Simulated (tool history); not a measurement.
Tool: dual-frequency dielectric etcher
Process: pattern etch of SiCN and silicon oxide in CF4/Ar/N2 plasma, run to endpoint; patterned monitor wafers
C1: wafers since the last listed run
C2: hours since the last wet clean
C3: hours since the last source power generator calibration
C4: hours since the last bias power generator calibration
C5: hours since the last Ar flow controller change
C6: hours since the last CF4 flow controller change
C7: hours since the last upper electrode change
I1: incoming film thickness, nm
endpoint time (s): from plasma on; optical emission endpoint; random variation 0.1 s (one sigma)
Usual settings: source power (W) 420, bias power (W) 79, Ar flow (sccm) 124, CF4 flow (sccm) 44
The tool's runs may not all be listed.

Run 1, hour 0.0: usual settings; C1 0; C2 72.6; C3 2078.0; C4 3338.7; C5 11.2; C6 65.4; C7 3683.4; I1 12.19. Result: endpoint time (s) 18.2.
Run 2, hour 33.6: usual settings; C1 571; C2 106.2; C3 2111.6; C4 3372.3; C5 44.8; C6 99.0; C7 3717.0; I1 12.31. Result: endpoint time (s) 18.4.
Run 3, hour 49.9: usual settings but Ar flow (sccm) 137; C1 277; C2 122.5; C3 2127.9; C4 3388.6; C5 61.1; C6 115.3; C7 3733.3; I1 12.13. Result: endpoint time (s) 18.5.
Run 4, hour 66.2: usual settings but Ar flow (sccm) 137; C1 277; C2 138.8; C3 2144.2; C4 3404.9; C5 77.4; C6 131.6; C7 3749.6; I1 12.41. Result: endpoint time (s) 19.1.
At hour 72.6: source power generator calibrated.
Run 5, hour 97.2: usual settings; C1 458; C2 169.8; C3 24.6; C4 3435.9; C5 108.4; C6 162.6; C7 3780.6; I1 12.27. Result: endpoint time (s) 17.4.
Run 6, hour 119.5: usual settings but CF4 flow (sccm) 40; C1 379; C2 192.1; C3 46.9; C4 3458.2; C5 130.7; C6 184.9; C7 3802.9; I1 12.15. Result: endpoint time (s) 17.8.
At hour 148.9: upper electrode replaced.
Run 7, hour 149.4: usual settings but source power (W) 350, bias power (W) 87, Ar flow (sccm) 104, CF4 flow (sccm) 37; C1 100; C2 222.0; C3 76.8; C4 3488.1; C5 160.6; C6 214.8; C7 0.5; I1 12.33. Result: endpoint time (s) 20.4.
Run 8, hour 150.3: usual settings but bias power (W) 97, Ar flow (sccm) 96; C1 15; C2 222.9; C3 77.7; C4 3489.0; C5 161.5; C6 215.7; C7 1.4; I1 12.13. Result: endpoint time (s) 16.1.
Run 9, hour 245.4: usual settings but CF4 flow (sccm) 48; C1 1616; C2 318.0; C3 172.8; C4 3584.1; C5 256.6; C6 310.8; C7 96.5; I1 12.23. Result: endpoint time (s) 17.3.
Run 10, hour 272.3: usual settings but source power (W) 370, bias power (W) 69; C1 457; C2 344.9; C3 199.7; C4 3611.0; C5 283.5; C6 337.7; C7 123.4; I1 12.33. Result: endpoint time (s) 20.2.
Run 11, hour 303.4: usual settings but source power (W) 500, bias power (W) 84, Ar flow (sccm) 151, CF4 flow (sccm) 48; C1 528; C2 376.0; C3 230.8; C4 3642.1; C5 314.6; C6 368.8; C7 154.5; I1 12.26. Result: endpoint time (s) 15.3.
At hour 317.7: bias power generator calibrated.
Run 12, hour 321.9: usual settings but source power (W) 510, bias power (W) 87, Ar flow (sccm) 93, CF4 flow (sccm) 37; C1 246; C2 394.5; C3 249.3; C4 4.2; C5 333.1; C6 387.3; C7 173.0; I1 12.23. Result: endpoint time (s) 14.7.
Run 13, hour 354.6: usual settings but Ar flow (sccm) 109; C1 555; C2 427.2; C3 282.0; C4 36.9; C5 365.8; C6 420.0; C7 205.7; I1 12.25. Result: endpoint time (s) 17.3.

Run 14 comes next. What will it give?
Run 14, hour 388.4: usual settings but source power (W) 360, CF4 flow (sccm) 52; C1 574; C2 461.0; C3 315.8; C4 70.7; C5 399.6; C6 453.8; C7 239.5; I1 12.29. Result: endpoint time (s) ?.

{"run 14": {"endpoint time (s)": 19.5}}
Without the tool's hidden state the same run would have given endpoint time (s) 19.3.
